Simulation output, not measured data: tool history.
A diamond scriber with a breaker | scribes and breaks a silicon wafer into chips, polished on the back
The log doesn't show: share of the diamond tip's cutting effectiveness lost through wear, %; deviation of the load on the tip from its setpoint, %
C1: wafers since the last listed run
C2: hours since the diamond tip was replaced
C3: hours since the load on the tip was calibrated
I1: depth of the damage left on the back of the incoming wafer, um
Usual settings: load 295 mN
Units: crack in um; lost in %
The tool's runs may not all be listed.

Run 1, day 0: usual settings; C1 0; C2 349.6; C3 414.2; I1 0.04. Result: crack 13.76 um, lost 0.91 %.
Run 2, day 1.421: usual settings; C1 108; C2 383.7; C3 448.3; I1 0.04. Result: crack 13.89 um, lost 0.88 %.
Run 3, day 2.579: usual settings; C1 88; C2 411.5; C3 476.1; I1 0.04. Result: crack 13.78 um, lost 0.93 %.
Run 4, day 3.346: usual settings but load 255 mN; C1 58; C2 429.9; C3 494.5; I1 0.03. Result: crack 11.41 um, lost 9.1 %.
Run 5, day 4.388: usual settings; C1 79; C2 454.9; C3 519.5; I1 0.01. Result: crack 13.26 um, lost 0.76 %.
Run 6, day 5.308: usual settings but load 362 mN; C1 70; C2 477; C3 541.6; I1 0.02. Result: crack 15.97 um, lost 14.21 %.
Run 7, day 6.492: usual settings but load 362 mN; C1 90; C2 505.4; C3 570; I1 0.05. Result: crack 16.61 um, lost 12.86 %.
Run 8, day 7.538: usual settings; C1 79; C2 530.5; C3 595.1; I1 0.03. Result: crack 13.13 um, lost 0.92 %.
Run 9, day 8.329: usual settings; C1 60; C2 549.5; C3 614.1; I1 0.03. Result: crack 13.31 um, lost 1.03 %.
Run 10, day 9.033: usual settings but load 228 mN; C1 53; C2 566.4; C3 631; I1 0.02. Result: crack 9.73 um, lost 29.86 %.
Run 11, day 9.692: usual settings but load 228 mN; C1 50; C2 582.2; C3 646.8; I1 0.03. Result: crack 9.81 um, lost 29.65 %.
Run 12, day 10.583: usual settings but load 339 mN; C1 67; C2 603.6; C3 668.2; I1 0.04. Result: crack 15 um, lost 4.65 %.
Run 13, day 11.267: usual settings but load 334 mN; C1 51; C2 620; C3 684.6; I1 0.05. Result: crack 14.68 um, lost 3.79 %.
Run 14, day 12.179: usual settings but load 211 mN; C1 69; C2 641.9; C3 706.5; I1 0.04. Result: crack 8.98 um, lost 48.49 %.

The next listed run, before its measurement:
At day 12.971: load on the tip recalibrated.
Run 15, day 13.508: usual settings but load 373 mN; C1 94; C2 673.8; C3 12.9; I1 0.02. Result: crack ?, lost ?.

{"run 15": {"crack": 13.96, "lost": 1.72}}
Without the tool's hidden state the same run would have given crack 16.59 um, lost 17.06 %.

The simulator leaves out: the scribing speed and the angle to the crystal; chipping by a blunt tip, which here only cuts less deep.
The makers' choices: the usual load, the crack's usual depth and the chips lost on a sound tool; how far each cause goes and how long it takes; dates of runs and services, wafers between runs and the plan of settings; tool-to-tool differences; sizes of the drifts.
